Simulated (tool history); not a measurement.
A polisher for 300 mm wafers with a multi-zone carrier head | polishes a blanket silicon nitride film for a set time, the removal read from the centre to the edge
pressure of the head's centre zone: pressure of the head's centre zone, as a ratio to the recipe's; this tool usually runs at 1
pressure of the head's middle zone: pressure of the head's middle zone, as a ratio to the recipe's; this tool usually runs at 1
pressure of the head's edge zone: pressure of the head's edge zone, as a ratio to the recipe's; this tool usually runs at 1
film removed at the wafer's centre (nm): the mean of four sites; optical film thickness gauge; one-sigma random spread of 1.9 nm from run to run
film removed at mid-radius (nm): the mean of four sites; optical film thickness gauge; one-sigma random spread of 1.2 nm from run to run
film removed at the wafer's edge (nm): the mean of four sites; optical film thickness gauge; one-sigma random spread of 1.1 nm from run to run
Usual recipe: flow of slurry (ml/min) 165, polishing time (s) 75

| run | hour | flow of slurry (ml/min) | pressure of the head's centre zone | pressure of the head's middle zone | pressure of the head's edge zone | polishing time (s) | incoming thickness of the incoming film, nm | film removed at the wafer's centre (nm) | film removed at mid-radius (nm) | film removed at the wafer's edge (nm) |
|---|---|---|---|---|---|---|---|---|---|---|
| 1 | 0 | 165 | 1 | 1 | 1 | 75 | 402.7 | 137.4 | 135.4 | 136.4 |
| 2 | 10.7 | 165 | 1 | 1 | 1 | 75 | 394.6 | 135.5 | 133 | 135 |
| 3 | 17.8 | 145 | 0.92 | 1 | 1.11 | 66 | 405 | 106.6 | 113.1 | 120.5 |
| 4 | 60.9 | 165 | 1 | 1 | 1 | 64 | 397 | 112.1 | 111.6 | 110.6 |
| 5 | 71.3 | 165 | 1 | 1 | 1 | 75 | 395.8 | 141.8 | 142.9 | 146.8 |
| 6 | 91.2 | 165 | 1 | 0.93 | 1 | 75 | 403.3 | 135.6 | 129.2 | 140.5 |
| 7 | 93.4 | 165 | 1 | 1 | 1 | 83 | 395.5 | 151.4 | 150 | 151.7 |
| 8 | 102.7 | 145 | 1 | 1.08 | 1 | 89 | 406.2 | 154.1 | 165.4 | 157.4 |
| 9 | 112.2 | 165 | 1 | 1 | 0.97 | 82 | 399.3 | 145.5 | 145.6 | 145.7 |
| 10 | 120.3 | 165 | 1.04 | 1.08 | 0.91 | 75 | 398.3 | 137.8 | 140.6 | 130.7 |
| 11 | 130.7 | 215 | 1 | 1 | 1.07 | 75 | 394.8 | 137.6 | 136.1 | 140.9 |
| 12 | 137.8 | 165 | 1.05 | 1 | 1 | 75 | 400.3 | 133.6 | 128.8 | 132.5 |
| 13 | 150.3 | 190 | 1 | 0.89 | 1 | 75 | 395.9 | 130.3 | 118.7 | 131.3 |
| 14 | 164.6 | 165 | 1 | 0.93 | 1 | 75 | 399.5 | 123.4 | 121.4 | 129.5 |
| 15 | 177.9 | 135 | 1.07 | 1 | 1.05 | 75 | 402.8 | 124.6 | 117.5 | 124.3 |
| 16 | 195.4 | 125 | 1.06 | 1 | 0.92 | 86 | 396.5 | 137.1 | 129.9 | 134.9 |
| 17 | 207.7 | 165 | 1 | 1 | 1 | 75 | 400.6 | 138.4 | 139.6 | 143.3 |
| 18 | 218.2 | 165 | 1 | 0.94 | 1 | 75 | 404.8 | 132.6 | 129.6 | 140.5 |
| 19 | 232.4 | 225 | 1 | 1 | 1 | 88 | 407.5 | 164.3 | 166.5 | 167.2 |
| 20 | 249.7 | 220 | 1 | 1 | 1 | 92 | 394.7 | 166.6 | 169.8 | 170.3 |
| 21 | 266.2 | 165 | 1 | 1 | 1 | 75 | 397.8 | 123.4 | 124.1 | 128.8 |
| 22 | 275.1 | 165 | 1 | 1.03 | 1 | 75 | 401.1 | 120.3 | 126.2 | 128.4 |
| 23 | 315.9 | 165 | 1 | 1 | 1 | 75 | 408.9 | 118.3 | 120.5 | 124.9 |

Removed from this log: 5 entries logged between the listed runs. Between which two listed runs does each belong, and how does the tool's hidden state at the listed run before it compare with that at the listed run after it?
In the gap between runs 3 and 4: edge zone pressure recalibrated (hour 58.3)
  removal rate lost through wear of the pad, %: 12.3 -> 13.1; slurry flow missing at the pad, %: 8.13 -> 14.2
  measured result minus the result with no hidden state, film removed at the wafer's centre (nm): -17.7 -> -21.7; film removed at mid-radius (nm): -18.5 -> -21; film removed at the wafer's edge (nm): -18.8 -> -19.7
In the gap between runs 4 and 5: worn pad replaced by a new one (hour 65.6)
  removal rate lost through wear of the pad, %: 13.1 -> 2.99; slurry flow missing at the pad, %: 14.2 -> 15.5
  measured result minus the result with no hidden state, film removed at the wafer's centre (nm): -21.7 -> -10.4; film removed at mid-radius (nm): -21 -> -9.8; film removed at the wafer's edge (nm): -19.7 -> -8.5
In the gap between runs 5 and 6: carrier head's membrane replaced by a new one (hour 90.7)
  removal rate lost through wear of the pad, %: 2.99 -> 7.11; slurry flow missing at the pad, %: 15.5 -> 17.9
  measured result minus the result with no hidden state, film removed at the wafer's centre (nm): -10.4 -> -17.6; film removed at mid-radius (nm): -9.8 -> -16; film removed at the wafer's edge (nm): -8.5 -> -15.4
In the gap between runs 10 and 11: centre zone pressure recalibrated (hour 130.2)
  removal rate lost through wear of the pad, %: 10.5 -> 11.3; slurry flow missing at the pad, %: 21 -> 22
  measured result minus the result with no hidden state, film removed at the wafer's centre (nm): -25.6 -> -25.1; film removed at mid-radius (nm): -25 -> -24; film removed at the wafer's edge (nm): -20.9 -> -23
In the gap between runs 16 and 17: worn pad replaced by a new one (hour 207.2)
  removal rate lost through wear of the pad, %: 13.4 -> 2.04; slurry flow missing at the pad, %: 27.5 -> 28.4
  measured result minus the result with no hidden state, film removed at the wafer's centre (nm): -40.8 -> -16.1; film removed at mid-radius (nm): -36.1 -> -14.6; film removed at the wafer's edge (nm): -32 -> -11.5

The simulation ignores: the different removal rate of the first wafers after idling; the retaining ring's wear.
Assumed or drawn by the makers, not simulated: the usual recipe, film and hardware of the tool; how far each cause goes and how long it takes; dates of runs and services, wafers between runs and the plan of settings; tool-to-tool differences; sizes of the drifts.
